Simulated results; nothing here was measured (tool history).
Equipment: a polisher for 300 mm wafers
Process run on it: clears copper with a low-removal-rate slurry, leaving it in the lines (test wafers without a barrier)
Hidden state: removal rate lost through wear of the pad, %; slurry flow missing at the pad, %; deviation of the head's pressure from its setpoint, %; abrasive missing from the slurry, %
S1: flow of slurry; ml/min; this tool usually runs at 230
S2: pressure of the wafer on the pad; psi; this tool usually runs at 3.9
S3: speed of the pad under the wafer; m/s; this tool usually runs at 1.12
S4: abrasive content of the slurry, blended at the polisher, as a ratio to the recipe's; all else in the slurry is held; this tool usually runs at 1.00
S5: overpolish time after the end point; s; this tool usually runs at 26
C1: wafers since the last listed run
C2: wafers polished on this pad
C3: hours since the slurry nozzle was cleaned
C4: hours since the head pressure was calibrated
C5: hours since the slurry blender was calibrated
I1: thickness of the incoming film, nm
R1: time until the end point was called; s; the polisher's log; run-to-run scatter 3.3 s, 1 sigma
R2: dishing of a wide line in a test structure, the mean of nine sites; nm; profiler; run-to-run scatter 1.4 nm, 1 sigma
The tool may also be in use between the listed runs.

{"run": 1, "hour": 0.0, "S1": 230, "S2": 3.9, "S3": 1.38, "S4": 1.0, "S5": 26, "C1": 0, "C2": 1029, "C3": 232.5, "C4": 1014.5, "C5": 23.7, "I1": 582.8, "R1": 153.5, "R2": 65.2}
{"hour": 0.9, "done": "worn pad replaced by a new one"}
{"run": 2, "hour": 22.5, "S1": 230, "S2": 3.9, "S3": 1.12, "S4": 1.0, "S5": 18, "C1": 169, "C2": 169, "C3": 255.0, "C4": 1037.0, "C5": 46.2, "I1": 584.1, "R1": 177.3, "R2": 41.6}
{"run": 3, "hour": 44.8, "S1": 230, "S2": 3.9, "S3": 1.12, "S4": 1.0, "S5": 18, "C1": 174, "C2": 344, "C3": 277.3, "C4": 1059.3, "C5": 68.5, "I1": 593.9, "R1": 182.9, "R2": 40.2}
{"run": 4, "hour": 74.4, "S1": 230, "S2": 3.9, "S3": 1.12, "S4": 1.0, "S5": 26, "C1": 232, "C2": 576, "C3": 306.9, "C4": 1088.9, "C5": 98.1, "I1": 594.3, "R1": 191.6, "R2": 56.8}
{"hour": 88.1, "done": "slurry nozzle cleaned"}
{"run": 5, "hour": 88.8, "S1": 275, "S2": 3.9, "S3": 1.12, "S4": 1.0, "S5": 26, "C1": 105, "C2": 681, "C3": 0.7, "C4": 1103.3, "C5": 112.5, "I1": 596.6, "R1": 190.6, "R2": 54.8}
{"run": 6, "hour": 105.6, "S1": 275, "S2": 3.9, "S3": 1.12, "S4": 1.0, "S5": 26, "C1": 131, "C2": 813, "C3": 17.5, "C4": 1120.1, "C5": 129.3, "I1": 586.2, "R1": 174.2, "R2": 54.6}
{"hour": 111.5, "done": "head pressure recalibrated"}
{"run": 7, "hour": 125.9, "S1": 230, "S2": 3.9, "S3": 1.12, "S4": 1.0, "S5": 26, "C1": 143, "C2": 956, "C3": 37.8, "C4": 14.4, "C5": 149.6, "I1": 578.3, "R1": 184.3, "R2": 53.4}
{"hour": 131.2, "done": "worn pad replaced by a new one"}
{"run": 8, "hour": 144.1, "S1": 230, "S2": 3.9, "S3": 1.12, "S4": 1.0, "S5": 26, "C1": 111, "C2": 100, "C3": 56.0, "C4": 32.6, "C5": 167.8, "I1": 595.8, "R1": 184.6, "R2": 58.7}
{"run": 9, "hour": 158.3, "S1": 155, "S2": 3.9, "S3": 0.76, "S4": 1.0, "S5": 26, "C1": 111, "C2": 212, "C3": 70.2, "C4": 46.8, "C5": 182.0, "I1": 580.4, "R1": 278.0, "R2": 38.7}
{"hour": 172.9, "done": "slurry blender recalibrated"}
{"run": 10, "hour": 185.6, "S1": 275, "S2": 3.9, "S3": 1.12, "S4": 1.0, "S5": 26, "C1": 198, "C2": 410, "C3": 97.5, "C4": 74.1, "C5": 12.7, "I1": 582.3, "R1": 178.7, "R2": 58.2}
{"run": 11, "hour": 209.5, "S1": 230, "S2": 3.9, "S3": 1.12, "S4": 0.9, "S5": 35, "C1": 187, "C2": 598, "C3": 121.4, "C4": 98.0, "C5": 36.6, "I1": 598.4, "R1": 191.5, "R2": 66.7}
{"run": 12, "hour": 229.4, "S1": 230, "S2": 3.2, "S3": 1.12, "S4": 1.0, "S5": 26, "C1": 156, "C2": 754, "C3": 141.3, "C4": 117.9, "C5": 56.5, "I1": 586.2, "R1": 215.8, "R2": 46.6}
{"run": 13, "hour": 250.9, "S1": 230, "S2": 4.6, "S3": 1.3, "S4": 0.75, "S5": 14, "C1": 168, "C2": 922, "C3": 162.8, "C4": 139.4, "C5": 78.0, "I1": 599.6, "R1": 145.5, "R2": 41.8}
{"hour": 260.8, "done": "worn pad replaced by a new one"}
{"run": 14, "hour": 282.5, "S1": 230, "S2": 3.9, "S3": 1.34, "S4": 1.1, "S5": 32, "C1": 216, "C2": 169, "C3": 194.4, "C4": 171.0, "C5": 109.6, "I1": 600.4, "R1": 141.7, "R2": 77.4}

Hidden condition of the tool, last listed run before each entry between runs versus first listed run after:
From run 1 to run 2: worn pad replaced by a new one (hour 0.9)
  removal rate lost through wear of the pad, %: 8.79 -> 4.74
  measured result minus the result with no hidden state, R1: +13.5 -> +8.4 s; R2: -4.6 -> -1.7 nm
From run 4 to run 5: slurry nozzle cleaned (hour 88.1)
  removal rate lost through wear of the pad, %: 8.58 -> 9.08
  measured result minus the result with no hidden state, R1: +16.4 -> +17.3 s; R2: -4.2 -> -4.3 nm
From run 6 to run 7: head pressure recalibrated (hour 111.5)
  removal rate lost through wear of the pad, %: 9.49 -> 9.83
  measured result minus the result with no hidden state, R1: +16.6 -> +18.2 s; R2: -4.4 -> -4.5 nm
From run 7 to run 8: worn pad replaced by a new one (hour 131.2)
  removal rate lost through wear of the pad, %: 9.83 -> 3.3
  measured result minus the result with no hidden state, R1: +18.2 -> +6.1 s; R2: -4.5 -> -1.5 nm
From run 9 to run 10: slurry blender recalibrated (hour 172.9)
  removal rate lost through wear of the pad, %: 5.1 -> 7.35
  measured result minus the result with no hidden state, R1: +14.2 -> +13.1 s; R2: -1.8 -> -3.5 nm
From run 13 to run 14: worn pad replaced by a new one (hour 260.8)
  removal rate lost through wear of the pad, %: 9.49 -> 3.42
  measured result minus the result with no hidden state, R1: +13.8 -> +4.9 s; R2: -3.7 -> -1.8 nm
